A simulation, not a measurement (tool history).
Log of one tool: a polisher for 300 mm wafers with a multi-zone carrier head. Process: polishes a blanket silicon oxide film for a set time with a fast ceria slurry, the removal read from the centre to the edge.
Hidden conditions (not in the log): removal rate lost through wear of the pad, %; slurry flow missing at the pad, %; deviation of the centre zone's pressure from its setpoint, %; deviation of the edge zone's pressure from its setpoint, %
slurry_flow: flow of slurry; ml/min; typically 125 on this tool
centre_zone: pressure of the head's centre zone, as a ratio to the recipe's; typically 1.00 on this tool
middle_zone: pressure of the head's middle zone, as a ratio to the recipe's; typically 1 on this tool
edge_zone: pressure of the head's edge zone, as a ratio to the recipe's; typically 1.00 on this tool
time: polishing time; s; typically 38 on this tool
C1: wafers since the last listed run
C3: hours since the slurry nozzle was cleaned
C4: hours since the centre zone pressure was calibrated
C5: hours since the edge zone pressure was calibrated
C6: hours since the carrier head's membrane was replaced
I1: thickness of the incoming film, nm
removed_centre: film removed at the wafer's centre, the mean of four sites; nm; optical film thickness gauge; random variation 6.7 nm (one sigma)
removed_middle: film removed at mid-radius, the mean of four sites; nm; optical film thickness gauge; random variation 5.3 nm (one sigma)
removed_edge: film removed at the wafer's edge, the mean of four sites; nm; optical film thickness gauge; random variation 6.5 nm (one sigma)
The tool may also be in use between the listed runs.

Run 1, hour 0.0: usual settings; C1 0; wafers polished on this pad 500; C3 497.8; C4 539.9; C5 254.0; C6 787.0; I1 1639.0. Result: removed_centre 617.4 nm, removed_middle 614.5 nm, removed_edge 638.2 nm.
Run 2, hour 85.3: usual settings; C1 1142; wafers polished on this pad 1643; C3 583.1; C4 625.2; C5 339.3; C6 872.3; I1 1625.0. Result: removed_centre 607.9 nm, removed_middle 614.2 nm, removed_edge 621.1 nm.
At hour 108.6: slurry nozzle cleaned.
Run 3, hour 151.3: usual settings; C1 870; wafers polished on this pad 2513; C3 42.7; C4 691.2; C5 405.3; C6 938.3; I1 1619.3. Result: removed_centre 644.5 nm, removed_middle 643.5 nm, removed_edge 651.5 nm.
Run 4, hour 202.7: usual settings; C1 688; wafers polished on this pad 3201; C3 94.1; C4 742.6; C5 456.7; C6 989.7; I1 1627.9. Result: removed_centre 643.7 nm, removed_middle 636.2 nm, removed_edge 647.5 nm.
Run 5, hour 248.8: usual settings; C1 617; wafers polished on this pad 3818; C3 140.2; C4 788.7; C5 502.8; C6 1035.8; I1 1640.1. Result: removed_centre 641.6 nm, removed_middle 637.7 nm, removed_edge 647.4 nm.
At hour 306.2: worn pad replaced by a new one.
Run 6, hour 329.8: usual settings; C1 1030; wafers polished on this pad 315; C3 221.2; C4 869.7; C5 583.8; C6 1116.8; I1 1642.2. Result: removed_centre 634.3 nm, removed_middle 631.6 nm, removed_edge 657.2 nm.
Run 7, hour 416.4: usual settings; C1 1159; wafers polished on this pad 1475; C3 307.8; C4 956.3; C5 670.4; C6 1203.4; I1 1641.3. Result: removed_centre 625.0 nm, removed_middle 635.4 nm, removed_edge 634.5 nm.
At hour 451.8: edge zone pressure recalibrated.
Run 8, hour 501.1: usual settings; C1 1107; wafers polished on this pad 2582; C3 392.5; C4 1041.0; C5 49.3; C6 1288.1; I1 1627.8. Result: removed_centre 619.4 nm, removed_middle 610.2 nm, removed_edge 640.2 nm.
Run 9, hour 553.1: usual settings; C1 696; wafers polished on this pad 3278; C3 444.5; C4 1093.0; C5 101.3; C6 1340.1; I1 1619.0. Result: removed_centre 611.1 nm, removed_middle 619.3 nm, removed_edge 622.3 nm.
At hour 585.4: carrier head's membrane replaced by a new one.
Run 10, hour 611.3: usual settings; C1 712; wafers polished on this pad 3991; C3 502.7; C4 1151.2; C5 159.5; C6 25.9; I1 1617.5. Result: removed_centre 607.5 nm, removed_middle 618.8 nm, removed_edge 631.3 nm.
Run 11, hour 658.8: usual settings but slurry_flow 85 ml/min, centre_zone 1.06, edge_zone 1.06, time 42 s; C1 635; wafers polished on this pad 4627; C3 550.2; C4 1198.7; C5 207.0; C6 73.4; I1 1623.2. Result: removed_centre 610.4 nm, removed_middle 604.7 nm, removed_edge 660.6 nm.
At hour 672.4: worn pad replaced by a new one.
Run 12, hour 724.2: usual settings but centre_zone 1.09, edge_zone 0.96; C1 822; wafers polished on this pad 693; C3 615.6; C4 1264.1; C5 272.4; C6 138.8; I1 1631.3. Result: removed_centre 628.5 nm, removed_middle 607.0 nm, removed_edge 611.2 nm.
At hour 741.0: slurry nozzle cleaned.
At hour 794.9: centre zone pressure recalibrated.
Run 13, hour 809.0: usual settings but slurry_flow 160 ml/min, time 42 s; C1 1095; wafers polished on this pad 1789; C3 68.0; C4 14.1; C5 357.2; C6 223.6; I1 1611.8. Result: removed_centre 756.1 nm, removed_middle 751.0 nm, removed_edge 746.1 nm.
Run 14, hour 850.6: usual settings but slurry_flow 165 ml/min; C1 556; wafers polished on this pad 2345; C3 109.6; C4 55.7; C5 398.8; C6 265.2; I1 1617.3. Result: removed_centre 688.7 nm, removed_middle 677.6 nm, removed_edge 679.5 nm.

The next listed run, before its measurement:
Run 15, hour 902.3: usual settings; C1 692; wafers polished on this pad 3038; C3 161.3; C4 107.4; C5 450.5; C6 316.9; I1 1637.6. Result: removed_centre ?, removed_middle ?, removed_edge ?.

{"run 15": {"removed_centre": 637.0, "removed_middle": 643.6, "removed_edge": 655.0}}
With the hidden condition absent and the run-to-run variation left alone, this run would have shown removed_centre 646.6 nm, removed_middle 652.2 nm, removed_edge 661.1 nm.
